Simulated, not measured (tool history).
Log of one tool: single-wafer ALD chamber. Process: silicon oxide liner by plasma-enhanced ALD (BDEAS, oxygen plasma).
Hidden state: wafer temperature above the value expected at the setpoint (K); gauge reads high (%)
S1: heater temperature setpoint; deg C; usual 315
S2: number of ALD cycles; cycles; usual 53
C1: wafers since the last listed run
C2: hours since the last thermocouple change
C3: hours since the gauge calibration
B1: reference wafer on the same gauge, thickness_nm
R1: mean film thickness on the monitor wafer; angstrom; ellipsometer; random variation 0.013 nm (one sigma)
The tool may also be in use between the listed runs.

{"run": 1, "hour": 0.0, "S1": 315, "S2": 53, "C1": 0, "C2": 2244.7, "C3": 269.5, "B1": 5.997, "R1": 50.16}
{"run": 2, "hour": 35.2, "S1": 315, "S2": 53, "C1": 240, "C2": 2279.9, "C3": 304.7, "B1": 5.985, "R1": 49.68}
{"run": 3, "hour": 48.9, "S1": 322, "S2": 53, "C1": 93, "C2": 2293.6, "C3": 318.4, "B1": 5.983, "R1": 49.14}
{"run": 4, "hour": 69.5, "S1": 315, "S2": 47, "C1": 140, "C2": 2314.2, "C3": 339.0, "B1": 5.975, "R1": 44.22}
{"run": 5, "hour": 103.7, "S1": 315, "S2": 53, "C1": 233, "C2": 2348.4, "C3": 373.2, "B1": 5.962, "R1": 49.74}
{"run": 6, "hour": 130.6, "S1": 315, "S2": 53, "C1": 183, "C2": 2375.3, "C3": 400.1, "B1": 5.953, "R1": 49.51}
{"hour": 142.6, "done": "gauge calibrated"}
{"run": 7, "hour": 163.9, "S1": 315, "S2": 53, "C1": 227, "C2": 2408.6, "C3": 21.3, "B1": 6.023, "R1": 50.3}
{"run": 8, "hour": 189.1, "S1": 315, "S2": 53, "C1": 171, "C2": 2433.8, "C3": 46.5, "B1": 6.025, "R1": 50.06}
{"run": 9, "hour": 214.5, "S1": 315, "S2": 53, "C1": 173, "C2": 2459.2, "C3": 71.9, "B1": 6.021, "R1": 50.44}
{"run": 10, "hour": 227.8, "S1": 305, "S2": 49, "C1": 90, "C2": 2472.5, "C3": 85.2, "B1": 6.018, "R1": 46.89}
{"run": 11, "hour": 242.6, "S1": 310, "S2": 62, "C1": 100, "C2": 2487.3, "C3": 100.0, "B1": 6.018, "R1": 59.09}
{"run": 12, "hour": 259.6, "S1": 310, "S2": 50, "C1": 116, "C2": 2504.3, "C3": 117.0, "B1": 6.014, "R1": 47.72}
{"hour": 282.3, "done": "thermocouple changed; heater temperature recalibrated"}
{"run": 13, "hour": 293.2, "S1": 315, "S2": 53, "C1": 174, "C2": 10.9, "C3": 150.6, "B1": 6.013, "R1": 49.96}
{"run": 14, "hour": 320.7, "S1": 315, "S2": 53, "C1": 187, "C2": 38.4, "C3": 178.1, "B1": 6.005, "R1": 50.21}
{"run": 15, "hour": 345.9, "S1": 311, "S2": 53, "C1": 171, "C2": 63.6, "C3": 203.3, "B1": 6.003, "R1": 50.46}
{"run": 16, "hour": 374.5, "S1": 327, "S2": 43, "C1": 195, "C2": 92.2, "C3": 231.9, "B1": 5.993, "R1": 39.65}
{"run": 17, "hour": 408.3, "S1": 315, "S2": 57, "C1": 230, "C2": 126.0, "C3": 265.7, "B1": 5.987, "R1": 53.73}
{"run": 18, "hour": 434.5, "S1": 305, "S2": 42, "C1": 178, "C2": 152.2, "C3": 291.9, "B1": 5.982, "R1": 40.15}

What the log doesn't show, run by run:
wafer temperature above the value expected at the setpoint (K): 0 in every run
H1: gauge reads high (%)
run=1 H1=-0.719
run=2 H1=-0.889
run=3 H1=-0.962
run=4 H1=-1.08
run=5 H1=-1.28
run=6 H1=-1.46
run=7 H1=-0.289
run=8 H1=-0.304
run=9 H1=-0.329
run=10 H1=-0.347
run=11 H1=-0.37
run=12 H1=-0.401
run=13 H1=-0.477
run=14 H1=-0.554
run=15 H1=-0.635
run=16 H1=-0.74
run=17 H1=-0.882
run=18 H1=-1.01

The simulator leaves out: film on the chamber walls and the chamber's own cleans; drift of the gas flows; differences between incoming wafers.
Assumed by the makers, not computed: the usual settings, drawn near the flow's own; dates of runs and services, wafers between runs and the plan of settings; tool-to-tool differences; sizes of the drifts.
